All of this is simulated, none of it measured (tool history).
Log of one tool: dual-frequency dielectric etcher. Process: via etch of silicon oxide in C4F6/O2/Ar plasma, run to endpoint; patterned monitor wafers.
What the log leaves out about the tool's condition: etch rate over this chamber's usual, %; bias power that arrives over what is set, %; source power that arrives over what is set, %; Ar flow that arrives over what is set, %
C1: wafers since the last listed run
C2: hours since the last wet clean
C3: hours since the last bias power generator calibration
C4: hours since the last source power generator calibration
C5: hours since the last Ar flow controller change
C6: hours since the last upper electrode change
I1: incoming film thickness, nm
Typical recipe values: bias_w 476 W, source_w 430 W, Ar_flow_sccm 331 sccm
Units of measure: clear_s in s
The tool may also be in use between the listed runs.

{"run": 1, "hour": 0.0, "bias_w": 476, "source_w": 430, "Ar_flow_sccm": 331, "C1": 0, "C2": 6.3, "C3": 2740.9, "C4": 2974.5, "C5": 5252.5, "C6": 3791.7, "I1": 64, "clear_s": 14.9}
{"run": 2, "hour": 79.0, "bias_w": 476, "source_w": 430, "Ar_flow_sccm": 331, "C1": 1547, "C2": 85.3, "C3": 2819.9, "C4": 3053.5, "C5": 5331.5, "C6": 3870.7, "I1": 63.7, "clear_s": 14.7}
{"run": 3, "hour": 163.6, "bias_w": 476, "source_w": 430, "Ar_flow_sccm": 331, "C1": 1657, "C2": 169.9, "C3": 2904.5, "C4": 3138.1, "C5": 5416.1, "C6": 3955.3, "I1": 63.5, "clear_s": 14.6}
{"run": 4, "hour": 235.7, "bias_w": 440, "source_w": 430, "Ar_flow_sccm": 331, "C1": 1412, "C2": 242, "C3": 2976.6, "C4": 3210.2, "C5": 5488.2, "C6": 4027.4, "I1": 63.9, "clear_s": 14.8}
{"run": 5, "hour": 281.8, "bias_w": 440, "source_w": 430, "Ar_flow_sccm": 331, "C1": 903, "C2": 288.1, "C3": 3022.7, "C4": 3256.3, "C5": 5534.3, "C6": 4073.5, "I1": 63.9, "clear_s": 14.7}
{"run": 6, "hour": 376.6, "bias_w": 476, "source_w": 430, "Ar_flow_sccm": 331, "C1": 1857, "C2": 382.9, "C3": 3117.5, "C4": 3351.1, "C5": 5629.1, "C6": 4168.3, "I1": 63.5, "clear_s": 14.3}
{"run": 7, "hour": 451.7, "bias_w": 476, "source_w": 430, "Ar_flow_sccm": 331, "C1": 1471, "C2": 458, "C3": 3192.6, "C4": 3426.2, "C5": 5704.2, "C6": 4243.4, "I1": 63.8, "clear_s": 14.3}
{"run": 8, "hour": 519.7, "bias_w": 476, "source_w": 430, "Ar_flow_sccm": 331, "C1": 1332, "C2": 526, "C3": 3260.6, "C4": 3494.2, "C5": 5772.2, "C6": 4311.4, "I1": 64.3, "clear_s": 14.5}
{"hour": 631.5, "done": "wet clean of the chamber"}
{"hour": 702.8, "done": "upper electrode replaced"}
{"run": 9, "hour": 829.7, "bias_w": 476, "source_w": 430, "Ar_flow_sccm": 331, "C1": 5132, "C2": 198.2, "C3": 3570.6, "C4": 3804.2, "C5": 6082.2, "C6": 126.9, "I1": 64.3, "clear_s": 14.7}
{"hour": 851.9, "done": "Ar flow controller replaced"}
{"run": 10, "hour": 880.6, "bias_w": 476, "source_w": 430, "Ar_flow_sccm": 331, "C1": 879, "C2": 249.1, "C3": 3621.5, "C4": 3855.1, "C5": 28.7, "C6": 177.8, "I1": 63.9, "clear_s": 14.6}
{"run": 11, "hour": 962.1, "bias_w": 476, "source_w": 350, "Ar_flow_sccm": 259, "C1": 1596, "C2": 330.6, "C3": 3703, "C4": 3936.6, "C5": 110.2, "C6": 259.3, "I1": 64.6, "clear_s": 15.9}
{"run": 12, "hour": 1007.0, "bias_w": 476, "source_w": 510, "Ar_flow_sccm": 331, "C1": 879, "C2": 375.5, "C3": 3747.9, "C4": 3981.5, "C5": 155.1, "C6": 304.2, "I1": 64, "clear_s": 13.4}
{"run": 13, "hour": 1084.1, "bias_w": 403, "source_w": 470, "Ar_flow_sccm": 291, "C1": 1510, "C2": 452.6, "C3": 3825, "C4": 4058.6, "C5": 232.2, "C6": 381.3, "I1": 63.4, "clear_s": 14.3}
{"run": 14, "hour": 1129.0, "bias_w": 476, "source_w": 370, "Ar_flow_sccm": 303, "C1": 879, "C2": 497.5, "C3": 3869.9, "C4": 4103.5, "C5": 277.1, "C6": 426.2, "I1": 64.1, "clear_s": 15.7}
{"hour": 1169.7, "done": "bias power generator calibrated"}
{"run": 15, "hour": 1200.6, "bias_w": 476, "source_w": 430, "Ar_flow_sccm": 331, "C1": 1324, "C2": 569.1, "C3": 30.9, "C4": 4175.1, "C5": 348.7, "C6": 497.8, "I1": 63.8, "clear_s": 14.4}
{"hour": 1231.3, "done": "wet clean of the chamber"}
{"run": 16, "hour": 1289.7, "bias_w": 578, "source_w": 470, "Ar_flow_sccm": 331, "C1": 1275, "C2": 58.4, "C3": 120, "C4": 4264.2, "C5": 437.8, "C6": 586.9, "I1": 64.1, "clear_s": 13.5}
{"hour": 1330.0, "done": "source power generator calibrated"}
{"run": 17, "hour": 1360.3, "bias_w": 476, "source_w": 430, "Ar_flow_sccm": 408, "C1": 1304, "C2": 129, "C3": 190.6, "C4": 30.3, "C5": 508.4, "C6": 657.5, "I1": 63.6, "clear_s": 15}
{"run": 18, "hour": 1396.7, "bias_w": 380, "source_w": 370, "Ar_flow_sccm": 290, "C1": 713, "C2": 165.4, "C3": 227, "C4": 66.7, "C5": 544.8, "C6": 693.9, "I1": 64.2, "clear_s": 16.6}
{"run": 19, "hour": 1497.2, "bias_w": 476, "source_w": 430, "Ar_flow_sccm": 331, "C1": 1968, "C2": 265.9, "C3": 327.5, "C4": 167.2, "C5": 645.3, "C6": 794.4, "I1": 64.7, "clear_s": 14.9}
{"run": 20, "hour": 1553.4, "bias_w": 545, "source_w": 380, "Ar_flow_sccm": 303, "C1": 1100, "C2": 322.1, "C3": 383.7, "C4": 223.4, "C5": 701.5, "C6": 850.6, "I1": 64.4, "clear_s": 14.8}
{"run": 21, "hour": 1750.4, "bias_w": 559, "source_w": 430, "Ar_flow_sccm": 383, "C1": 3859, "C2": 519.1, "C3": 580.7, "C4": 420.4, "C5": 898.5, "C6": 1047.6, "I1": 64.4, "clear_s": 14}

Some steps in clear_s, run to run, broken into two amounts with sign: the step expected even without the hidden condition (settings, incoming material, random variation), and the rest, left for the hidden condition together with whatever gauge scatter is not in both the measured and the hidden-condition-free result:
Run 8 -> 9: wet clean of the chamber, upper electrode replaced. clear_s +0.2 s: hidden state +0.5, all else -0.3.
Run 11 -> 12: source_w 350 -> 510, Ar_flow_sccm 259 -> 331. clear_s -2.5 s: hidden state +0, all else -2.5.
Run 15 -> 16: bias_w 476 -> 578, source_w 430 -> 470, wet clean of the chamber. clear_s -0.9 s: hidden state +0.6, all else -1.5.
Run 18 -> 19: bias_w 380 -> 476, source_w 370 -> 430, Ar_flow_sccm 290 -> 331. clear_s -1.7 s: hidden state -0.1, all else -1.6.
